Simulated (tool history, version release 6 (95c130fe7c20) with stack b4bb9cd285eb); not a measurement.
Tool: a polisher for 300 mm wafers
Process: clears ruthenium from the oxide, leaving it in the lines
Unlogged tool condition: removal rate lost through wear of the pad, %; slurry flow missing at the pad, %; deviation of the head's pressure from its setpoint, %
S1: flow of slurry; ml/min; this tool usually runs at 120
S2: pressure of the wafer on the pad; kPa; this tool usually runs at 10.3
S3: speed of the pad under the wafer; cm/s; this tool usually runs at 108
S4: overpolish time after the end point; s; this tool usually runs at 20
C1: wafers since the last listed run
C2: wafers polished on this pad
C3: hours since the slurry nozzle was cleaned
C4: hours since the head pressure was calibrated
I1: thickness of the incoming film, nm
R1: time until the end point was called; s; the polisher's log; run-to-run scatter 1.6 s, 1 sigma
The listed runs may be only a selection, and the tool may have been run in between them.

Run 1, day 0.000: usual settings; C1 0; C2 1345; C3 322.9; C4 755.8; I1 110.5. Result: R1 115.2 s.
At day 1.000: worn pad replaced by a new one.
Run 2, day 1.238: usual settings but S1 140 ml/min, S2 9.0 kPa; C1 123; C2 27; C3 352.6; C4 785.5; I1 109.9. Result: R1 128.9 s.
Run 3, day 4.138: usual settings but S1 140 ml/min, S2 9.0 kPa; C1 335; C2 363; C3 422.2; C4 855.1; I1 109.4. Result: R1 134.6 s.
Run 4, day 5.142: usual settings but S1 140 ml/min, S2 9.0 kPa; C1 116; C2 479; C3 446.3; C4 879.2; I1 111.2. Result: R1 134.0 s.
Run 5, day 6.400: usual settings but S2 12.4 kPa, S3 122 cm/s; C1 145; C2 625; C3 476.5; C4 909.4; I1 109.2. Result: R1 86.6 s.
Run 6, day 7.467: usual settings but S2 12.4 kPa, S3 122 cm/s; C1 123; C2 748; C3 502.1; C4 935.0; I1 109.7. Result: R1 84.8 s.
Run 7, day 9.925: usual settings but S2 13.1 kPa; C1 284; C2 1033; C3 561.1; C4 994.0; I1 109.7. Result: R1 95.2 s.
Run 8, day 12.917: usual settings but S1 130 ml/min, S4 15 s; C1 346; C2 1379; C3 632.9; C4 1065.8; I1 108.9. Result: R1 121.1 s.
At day 14.933: worn pad replaced by a new one.
Run 9, day 15.492: usual settings; C1 278; C2 64; C3 694.7; C4 1127.6; I1 111.7. Result: R1 126.1 s.
At day 17.046: head pressure recalibrated.
At day 17.896: slurry nozzle cleaned.
Run 10, day 18.179: usual settings; C1 296; C2 361; C3 6.8; C4 27.2; I1 108.5. Result: R1 96.6 s.
Run 11, day 20.942: usual settings but S1 95 ml/min, S2 7.6 kPa; C1 319; C2 681; C3 73.1; C4 93.5; I1 111.6. Result: R1 140.6 s.
At day 22.821: head pressure recalibrated, repeated, since the last time left the tool worse.
Run 12, day 23.921: usual settings but S1 130 ml/min, S2 11.0 kPa, S3 82 cm/s, S4 25 s; C1 335; C2 1016; C3 144.6; C4 26.4; I1 110.3. Result: R1 138.4 s.
Run 13, day 26.629: usual settings but S4 30 s; C1 313; C2 1329; C3 209.6; C4 91.4; I1 110.4. Result: R1 114.4 s.
At day 26.892: worn pad replaced by a new one.
Run 14, day 27.867: usual settings but S4 31 s; C1 123; C2 112; C3 239.3; C4 121.1; I1 109.0. Result: R1 111.8 s.
Run 15, day 30.388: usual settings but S2 11.0 kPa, S3 78 cm/s; C1 291; C2 404; C3 299.8; C4 181.6; I1 109.9. Result: R1 149.3 s.
Run 16, day 32.842: usual settings but S1 145 ml/min, S2 8.3 kPa, S3 98 cm/s, S4 14 s; C1 284; C2 688; C3 358.7; C4 240.5; I1 110.3. Result: R1 157.1 s.
Run 17, day 35.529: usual settings but S1 155 ml/min, S2 13.1 kPa, S3 74 cm/s, S4 8 s; C1 311; C2 999; C3 423.2; C4 305.0; I1 108.0. Result: R1 125.3 s.
Run 18, day 37.267: usual settings but S2 12.4 kPa, S3 122 cm/s; C1 201; C2 1201; C3 464.9; C4 346.7; I1 109.1. Result: R1 82.9 s.
Run 19, day 38.900: usual settings; C1 189; C2 1390; C3 504.1; C4 385.9; I1 108.1. Result: R1 111.8 s.
At day 39.871: worn pad replaced by a new one.
Run 20, day 41.767: usual settings but S1 90 ml/min, S4 16 s; C1 312; C2 219; C3 572.9; C4 454.7; I1 108.9. Result: R1 117.7 s.
Run 21, day 42.975: usual settings but S1 155 ml/min, S4 24 s; C1 139; C2 359; C3 601.9; C4 483.7; I1 110.0. Result: R1 112.8 s.

Describe how what the log doesn't record of the tool's condition differs between the last listed run preceding each entry between runs and the first listed run following it.
In the gap between runs 1 and 2: worn pad replaced by a new one (day 1.000)
  deviation of the head's pressure from its setpoint, %: -3.82 -> -4.13
  difference, measured minus the result without the unlogged condition, R1: +4.4 -> +5.3 s
In the gap between runs 8 and 9: worn pad replaced by a new one (day 14.933)
  deviation of the head's pressure from its setpoint, %: -7.67 -> -8.59
  difference, measured minus the result without the unlogged condition, R1: +9.3 -> +10.9 s
In the gap between runs 9 and 10: head pressure recalibrated (day 17.046); slurry nozzle cleaned (day 17.896)
  deviation of the head's pressure from its setpoint, %: -8.59 -> 15.6
  difference, measured minus the result without the unlogged condition, R1: +10.9 -> -15.0 s
In the gap between runs 11 and 12: head pressure recalibrated, repeated, since the last time left the tool worse (day 22.821)
  deviation of the head's pressure from its setpoint, %: 15.5 -> -0.515
  difference, measured minus the result without the unlogged condition, R1: -21.9 -> +0.7 s
In the gap between runs 13 and 14: worn pad replaced by a new one (day 26.892)
  deviation of the head's pressure from its setpoint, %: -0.568 -> -0.611
  difference, measured minus the result without the unlogged condition, R1: +0.7 -> +0.7 s
In the gap between runs 19 and 20: worn pad replaced by a new one (day 39.871)
  deviation of the head's pressure from its setpoint, %: -1.53 -> -1.92
  difference, measured minus the result without the unlogged condition, R1: +1.7 -> +2.2 s
